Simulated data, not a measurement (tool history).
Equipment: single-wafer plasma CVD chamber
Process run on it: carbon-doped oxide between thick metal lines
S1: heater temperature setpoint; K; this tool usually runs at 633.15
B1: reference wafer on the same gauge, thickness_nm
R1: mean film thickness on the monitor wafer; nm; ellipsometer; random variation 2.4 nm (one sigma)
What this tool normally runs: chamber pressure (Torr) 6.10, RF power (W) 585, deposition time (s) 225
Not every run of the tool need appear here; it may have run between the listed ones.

Run 1, day 0.000: usual settings; B1 1159.610. Result: R1 1185.288 nm.
Run 2, day 4.212: usual settings; B1 1160.610. Result: R1 1183.346 nm.
Run 3, day 6.904: usual settings but S1 640.15 K, deposition time (s) 248; B1 1159.756. Result: R1 1287.229 nm.
Run 4, day 9.283: usual settings but S1 640.15 K, deposition time (s) 248; B1 1159.036. Result: R1 1286.242 nm.
Run 5, day 12.296: usual settings but S1 640.15 K, deposition time (s) 248; B1 1159.979. Result: R1 1283.099 nm.
At day 13.200: showerhead replaced.
At day 13.246: capacitance manometer re-zeroed and calibrated.
At day 13.375: thermocouple changed; heater temperature recalibrated.
Run 6, day 16.208: usual settings; B1 1160.197. Result: R1 1189.846 nm.
Run 7, day 19.150: usual settings; B1 1160.490. Result: R1 1191.274 nm.
Run 8, day 23.500: usual settings; B1 1160.023. Result: R1 1186.231 nm.
At day 25.354: RF generator calibrated.
At day 25.754: gauge calibrated.
Run 9, day 27.400: usual settings but deposition time (s) 189; B1 1159.794. Result: R1 1002.042 nm.
Run 10, day 30.067: usual settings but S1 619.15 K, chamber pressure (Torr) 7.33; B1 1159.725. Result: R1 1259.551 nm.
Run 11, day 34.121: usual settings but deposition time (s) 181; B1 1159.553. Result: R1 957.801 nm.
Run 12, day 38.558: usual settings but S1 639.15 K, chamber pressure (Torr) 5.25, RF power (W) 675, deposition time (s) 259; B1 1158.826. Result: R1 1380.796 nm.
Run 13, day 41.033: usual settings but S1 643.15 K, chamber pressure (Torr) 7.02, deposition time (s) 199; B1 1159.725. Result: R1 1051.463 nm.

Estimate the outcome of run 14 from the log above:
Run 14, day 42.579: usual settings but S1 645.15 K, chamber pressure (Torr) 7.21, RF power (W) 680, deposition time (s) 238; B1 ?. Result: R1 ?.

Run 14 measured B1 1159.430, R1 1328.010 nm.
On a tool with no hidden condition, and with the same random variation, this run would have come out at R1 1326.176 nm.

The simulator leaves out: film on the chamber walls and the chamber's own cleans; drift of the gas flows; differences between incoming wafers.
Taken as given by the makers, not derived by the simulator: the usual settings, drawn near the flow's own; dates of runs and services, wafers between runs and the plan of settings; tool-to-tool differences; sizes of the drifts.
